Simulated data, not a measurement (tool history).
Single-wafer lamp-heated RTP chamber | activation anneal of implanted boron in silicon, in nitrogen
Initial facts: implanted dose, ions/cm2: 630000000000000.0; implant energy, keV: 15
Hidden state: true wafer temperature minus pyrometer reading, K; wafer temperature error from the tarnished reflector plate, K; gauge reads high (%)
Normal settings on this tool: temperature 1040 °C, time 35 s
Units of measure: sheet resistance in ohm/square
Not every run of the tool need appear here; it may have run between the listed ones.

| run | hour | temperature | time | wafers since the last listed run | wafers since the last pyrometer calibration | wafers since the reflector plate was cleaned | hours since the gauge calibration | read-back reference wafer on the same gauge, sheet resistance | sheet resistance |
|---|---|---|---|---|---|---|---|---|---|
| 1 | 0.0 | 1040 | 35 | 0 | 1427 | 5534 | 1424.6 | 147.15 | 163.27 |
|  | 22.5 | reflector plate cleaned |
| 2 | 49.8 | 1040 | 35 | 403 | 1830 | 264 | 1474.4 | 147.39 | 164.17 |
| 3 | 119.7 | 1040 | 35 | 675 | 2506 | 939 | 1544.3 | 147.46 | 163.34 |
| 4 | 214.9 | 1040 | 21 | 919 | 3426 | 1859 | 1639.5 | 147.73 | 164.76 |
| 5 | 318.7 | 1040 | 21 | 1002 | 4429 | 2862 | 1743.3 | 147.77 | 165.98 |
| 6 | 365.2 | 1023 | 19 | 449 | 4878 | 3311 | 1789.8 | 147.69 | 167.54 |
| 7 | 418.7 | 1023 | 19 | 516 | 5395 | 3828 | 1843.3 | 148.18 | 167.42 |
| 8 | 526.0 | 1034 | 35 | 1036 | 6431 | 4865 | 1950.6 | 147.89 | 164.80 |
|  | 538.4 | pyrometer window cleaned and pyrometer calibrated |
| 9 | 582.9 | 1034 | 35 | 472 | 430 | 5337 | 2007.5 | 148.32 | 164.89 |
|  | 614.7 | reflector plate cleaned |
| 10 | 627.2 | 1034 | 35 | 350 | 781 | 120 | 2051.8 | 148.38 | 164.90 |
| 11 | 698.4 | 1040 | 35 | 687 | 1468 | 808 | 2123.0 | 148.64 | 165.13 |
| 12 | 754.3 | 1040 | 19 | 540 | 2009 | 1348 | 2178.9 | 148.52 | 166.68 |
| 13 | 841.0 | 1040 | 19 | 837 | 2846 | 2186 | 2265.6 | 148.91 | 166.68 |
| 14 | 922.1 | 1040 | 19 | 783 | 3630 | 2970 | 2346.7 | 149.23 | 166.87 |
| 15 | 1003.4 | 1040 | 18 | 785 | 4415 | 3755 | 2428.0 | 149.29 | 166.96 |
| 16 | 1042.6 | 1040 | 18 | 378 | 4794 | 4134 | 2467.2 | 149.25 | 167.43 |
| 17 | 1106.3 | 1069 | 21 | 615 | 5410 | 4749 | 2530.9 | 149.43 | 165.44 |
|  | 1210.6 | reflector plate cleaned |
|  | 1211.3 | pyrometer window cleaned and pyrometer calibrated |
| 18 | 1211.8 | 1031 | 24 | 935 | 4 | 4 | 2636.4 | 149.86 | 167.03 |
| 19 | 1267.0 | 1066 | 44 | 533 | 537 | 537 | 2691.6 | 149.84 | 162.76 |
| 20 | 1350.9 | 1040 | 35 | 810 | 1348 | 1348 | 2775.5 | 150.18 | 165.85 |
| 21 | 1411.6 | 1065 | 25 | 586 | 1935 | 1935 | 2836.2 | 150.31 | 166.17 |
| 22 | 1485.2 | 1068 | 41 | 711 | 2646 | 2646 | 2909.8 | 150.63 | 165.35 |
|  | 1490.3 | gauge calibrated |
| 23 | 1578.7 | 1020 | 21 | 903 | 3549 | 3549 | 88.4 | 144.94 | 163.25 |
| 24 | 1649.1 | 1061 | 24 | 680 | 4229 | 4229 | 158.8 | 145.11 | 160.06 |
|  | 1758.7 | reflector plate cleaned |
|  | 1897.5 | pyrometer window cleaned and pyrometer calibrated |
| 25 | 1941.5 | 1048 | 52 | 2670 | 424 | 1688 | 451.2 | 145.24 | 159.31 |
| 26 | 2029.3 | 1023 | 45 | 848 | 1273 | 2537 | 539.0 | 145.18 | 162.71 |
| 27 | 2089.8 | 1040 | 40 | 584 | 1857 | 3121 | 599.5 | 145.29 | 161.27 |
| 28 | 2173.7 | 1040 | 35 | 810 | 2668 | 3932 | 683.4 | 145.39 | 160.42 |
|  | 2247.0 | reflector plate cleaned |
| 29 | 2247.5 | 1040 | 35 | 635 | 3304 | 4 | 757.2 | 145.37 | 162.35 |
| 30 | 2309.5 | 1031 | 49 | 599 | 3903 | 603 | 819.2 | 145.43 | 161.52 |
| 31 | 2351.3 | 1070 | 26 | 403 | 4307 | 1007 | 861.0 | 145.56 | 161.08 |
| 32 | 2409.3 | 1068 | 22 | 560 | 4867 | 1567 | 919.0 | 145.25 | 160.66 |
| 33 | 2477.1 | 1040 | 35 | 655 | 5522 | 2222 | 986.8 | 145.74 | 161.63 |
| 34 | 2541.6 | 1040 | 19 | 623 | 6145 | 2846 | 1051.3 | 145.57 | 163.28 |
| 35 | 2585.7 | 1017 | 48 | 426 | 6571 | 3272 | 1095.4 | 145.54 | 163.25 |

A few steps of sheet resistance between consecutive runs. Split each: what settings, incoming material and random variation would produce without the hidden state, and what is left over for the hidden state, along with gauge scatter present in only one of the two compared results (measured, and without hidden state):
Run 17 -> 18: temperature 1069 -> 1031, time 21 -> 24, reflector plate cleaned, pyrometer window cleaned and pyrometer calibrated. sheet resistance +1.59 ohm/square: hidden state +0.35, all else +1.24.
Run 18 -> 19: temperature 1031 -> 1066, time 24 -> 44. sheet resistance -4.27 ohm/square: hidden state +0.02, all else -4.29.
Run 19 -> 20: temperature 1066 -> 1040, time 44 -> 35. sheet resistance +3.09 ohm/square: hidden state +0.36, all else +2.73.
Run 22 -> 23: temperature 1068 -> 1020, time 41 -> 21, gauge calibrated. sheet resistance -2.10 ohm/square: hidden state -6.06, all else +3.96.
Run 23 -> 24: temperature 1020 -> 1061, time 21 -> 24. sheet resistance -3.19 ohm/square: hidden state +0.02, all else -3.21.
Run 25 -> 26: temperature 1048 -> 1023, time 52 -> 45. sheet resistance +3.40 ohm/square: hidden state +0.05, all else +3.35.
